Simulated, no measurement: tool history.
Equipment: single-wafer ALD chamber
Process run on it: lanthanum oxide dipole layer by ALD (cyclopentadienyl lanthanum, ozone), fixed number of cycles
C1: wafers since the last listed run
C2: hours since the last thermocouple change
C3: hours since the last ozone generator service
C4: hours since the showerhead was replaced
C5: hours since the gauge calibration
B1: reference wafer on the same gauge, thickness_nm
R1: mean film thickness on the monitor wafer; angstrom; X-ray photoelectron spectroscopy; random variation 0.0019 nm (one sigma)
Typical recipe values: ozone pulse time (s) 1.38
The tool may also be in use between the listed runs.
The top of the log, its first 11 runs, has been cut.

run 12 day=25.838 | ozone_pulse_time_(s)=1.68 | C1=550 C2=297.4 C3=135.2 C4=6264 C5=2492.6 | B1=0.595 | R1=5.46
-- day=26.221 gauge calibrated
run 13 day=28.679 | ozone_pulse_time_(s)=1.68 | C1=1069 C2=365.6 C3=203.4 C4=6332.2 C5=59 | B1=0.595 | R1=5.47
run 14 day=30.25 | ozone_pulse_time_(s)=1.38 | C1=590 C2=403.3 C3=241.1 C4=6369.9 C5=96.7 | B1=0.594 | R1=5.3
run 15 day=31.433 | ozone_pulse_time_(s)=1.68 | C1=445 C2=431.7 C3=269.5 C4=6398.3 C5=125.1 | B1=0.595 | R1=5.47
run 16 day=34.104 | ozone_pulse_time_(s)=1.38 | C1=1004 C2=495.8 C3=333.6 C4=6462.4 C5=189.2 | B1=0.596 | R1=5.25
run 17 day=36.775 | ozone_pulse_time_(s)=0.91 | C1=1004 C2=559.9 C3=397.7 C4=6526.5 C5=253.3 | B1=0.595 | R1=4.65
run 18 day=38.7 | ozone_pulse_time_(s)=0.91 | C1=724 C2=606.1 C3=443.9 C4=6572.7 C5=299.5 | B1=0.594 | R1=4.67
run 19 day=41.475 | ozone_pulse_time_(s)=0.94 | C1=1043 C2=672.7 C3=510.5 C4=6639.3 C5=366.1 | B1=0.595 | R1=4.66
run 20 day=44.396 | ozone_pulse_time_(s)=1.38 | C1=1098 C2=742.8 C3=580.6 C4=6709.4 C5=436.2 | B1=0.595 | R1=5.24
run 21 day=46.042 | ozone_pulse_time_(s)=1.38 | C1=619 C2=782.3 C3=620.1 C4=6748.9 C5=475.7 | B1=0.595 | R1=5.22
run 22 day=47.904 | ozone_pulse_time_(s)=1.58 | C1=700 C2=827 C3=664.8 C4=6793.6 C5=520.4 | B1=0.596 | R1=5.34
run 23 day=49.146 | ozone_pulse_time_(s)=1.38 | C1=467 C2=856.8 C3=694.6 C4=6823.4 C5=550.2 | B1=0.595 | R1=5.21
run 24 day=51.1 | ozone_pulse_time_(s)=1.91 | C1=735 C2=903.7 C3=741.5 C4=6870.3 C5=597.1 | B1=0.595 | R1=5.46
run 25 day=52.758 | ozone_pulse_time_(s)=1.87 | C1=623 C2=943.5 C3=781.3 C4=6910.1 C5=636.9 | B1=0.594 | R1=5.44
-- day=53.146 ozone generator serviced
-- day=54.192 showerhead replaced
run 26 day=54.825 | ozone_pulse_time_(s)=1.87 | C1=526 C2=993.1 C3=40.3 C4=15.2 C5=686.5 | B1=0.595 | R1=5.54
run 27 day=57.175 | ozone_pulse_time_(s)=1.78 | C1=884 C2=1049.5 C3=96.7 C4=71.6 C5=742.9 | B1=0.595 | R1=5.52
run 28 day=60.125 | ozone_pulse_time_(s)=1.62 | C1=1109 C2=1120.3 C3=167.5 C4=142.4 C5=813.7 | B1=0.595 | R1=5.42
run 29 day=63 | ozone_pulse_time_(s)=0.92 | C1=1081 C2=1189.3 C3=236.5 C4=211.4 C5=882.7 | B1=0.595 | R1=4.71
run 30 day=64.896 | ozone_pulse_time_(s)=1.06 | C1=713 C2=1234.8 C3=282 C4=256.9 C5=928.2 | B1=0.595 | R1=4.93
run 31 day=66.604 | ozone_pulse_time_(s)=1.54 | C1=642 C2=1275.8 C3=323 C4=297.9 C5=969.2 | B1=0.595 | R1=5.39
run 32 day=67.962 | ozone_pulse_time_(s)=1.22 | C1=510 C2=1308.4 C3=355.6 C4=330.5 C5=1001.8 | B1=0.595 | R1=5.15
run 33 day=69.167 | ozone_pulse_time_(s)=1.38 | C1=452 C2=1337.3 C3=384.5 C4=359.4 C5=1030.7 | B1=0.594 | R1=5.25
run 34 day=71.396 | ozone_pulse_time_(s)=1.6 | C1=838 C2=1390.8 C3=438 C4=412.9 C5=1084.2 | B1=0.595 | R1=5.41

Branching from run 34: 4 alternative next runs. What would each branch give?
run A day=71.412 | ozone_pulse_time_(s)=0.88 | C1=6 C2=1391.2 C3=438.4 C4=413.3 C5=1084.6 | B1=? | R1=?
run B day=71.412 | ozone_pulse_time_(s)=1.01 | C1=6 C2=1391.2 C3=438.4 C4=413.3 C5=1084.6 | B1=? | R1=?
run C day=71.412 | ozone_pulse_time_(s)=1.76 | C1=6 C2=1391.2 C3=438.4 C4=413.3 C5=1084.6 | B1=? | R1=?
run D day=71.412 | ozone_pulse_time_(s)=1.59 | C1=6 C2=1391.2 C3=438.4 C4=413.3 C5=1084.6 | B1=? | R1=?

run=A B1=0.595 R1=4.59
run=B B1=0.595 R1=4.83
run=C B1=0.595 R1=5.48
run=D B1=0.595 R1=5.4
Without the tool's unlogged condition, the same runs would have read:
run=A R1=4.67
run=B R1=4.91
run=C R1=5.51
run=D R1=5.44

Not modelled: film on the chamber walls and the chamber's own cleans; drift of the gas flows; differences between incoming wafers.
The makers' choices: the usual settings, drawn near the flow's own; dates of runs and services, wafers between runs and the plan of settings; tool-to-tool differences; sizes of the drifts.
